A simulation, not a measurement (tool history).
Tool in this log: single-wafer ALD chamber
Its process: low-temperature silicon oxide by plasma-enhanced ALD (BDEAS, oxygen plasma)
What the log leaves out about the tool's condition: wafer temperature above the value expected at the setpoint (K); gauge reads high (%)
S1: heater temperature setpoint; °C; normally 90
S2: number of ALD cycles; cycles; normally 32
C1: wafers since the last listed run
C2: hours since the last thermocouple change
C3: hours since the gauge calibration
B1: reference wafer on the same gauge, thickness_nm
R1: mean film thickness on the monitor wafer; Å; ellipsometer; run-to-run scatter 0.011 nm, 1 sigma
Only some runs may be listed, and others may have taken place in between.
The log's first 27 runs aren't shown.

run,hour,S1,S2,C1,C2,C3,B1,R1
# hour 637.4: thermocouple changed; heater temperature recalibrated
28,666.4,75,26,635,29.0,718.1,4.683,36.70
# hour 669.3: gauge calibrated
29,693.9,79,32,276,56.5,24.6,4.678,44.47
30,708.5,90,32,146,71.1,39.2,4.682,43.06
31,727.7,97,26,192,90.3,58.4,4.678,34.24
32,761.5,90,32,339,124.1,92.2,4.681,43.10
33,787.6,90,32,262,150.2,118.3,4.683,43.17
34,893.1,90,32,1059,255.7,223.8,4.680,42.82
35,916.6,90,32,235,279.2,247.3,4.683,42.88

Each row is a separate what-if for the run after 35, all from the same tool condition, not one after another. Results?
A,917.1,90,32,5,279.7,247.8,?,?
B,917.1,83,36,5,279.7,247.8,?,?
C,917.1,99,37,5,279.7,247.8,?,?

run,B1,R1
A,4.682,42.97
B,4.682,49.41
C,4.682,48.27
What these runs would have given with no unlogged condition in the tool:
run,R1
A,43.11
B,49.57
C,48.43
